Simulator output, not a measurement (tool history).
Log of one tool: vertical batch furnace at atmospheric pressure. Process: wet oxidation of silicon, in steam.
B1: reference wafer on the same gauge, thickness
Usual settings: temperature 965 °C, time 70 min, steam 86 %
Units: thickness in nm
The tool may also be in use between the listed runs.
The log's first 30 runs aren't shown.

Run 31, day 19.638: usual settings but steam 79 %; B1 347.12. Result: thickness 350.17 nm.
Run 32, day 20.108: usual settings but temperature 989 °C, time 58 min, steam 81 %; B1 346.31. Result: thickness 377.12 nm.
Run 33, day 21.95: usual settings; B1 346.96. Result: thickness 373.05 nm.
Run 34, day 22.754: usual settings; B1 346.99. Result: thickness 370.56 nm.
Run 35, day 23.458: usual settings; B1 347.8. Result: thickness 370.23 nm.
Run 36, day 24.171: usual settings but time 91.5 min; B1 346.29. Result: thickness 449.66 nm.
Run 37, day 24.529: usual settings but time 59.5 min, steam 96 %; B1 347.32. Result: thickness 360.65 nm.
Run 38, day 25.217: usual settings but temperature 974 °C, time 37.5 min, steam 82 %; B1 347.42. Result: thickness 253.09 nm.

Forecast each of these 3 alternatives for the next run:
Run A, day 25.421: usual settings; B1 ?. Result: thickness ?.
Run B, day 25.421: usual settings but steam 82 %; B1 ?. Result: thickness ?.
Run C, day 25.421: usual settings but temperature 943 °C, time 81 min, steam 93 %; B1 ?. Result: thickness ?.

run      B1  thickness
  A  346.76     372.36
  B  346.76     360.42
  C  346.76     363.58
Without the tool's hidden state the same runs would have given:
run  thickness
  A     372.36
  B     360.42
  C     363.58

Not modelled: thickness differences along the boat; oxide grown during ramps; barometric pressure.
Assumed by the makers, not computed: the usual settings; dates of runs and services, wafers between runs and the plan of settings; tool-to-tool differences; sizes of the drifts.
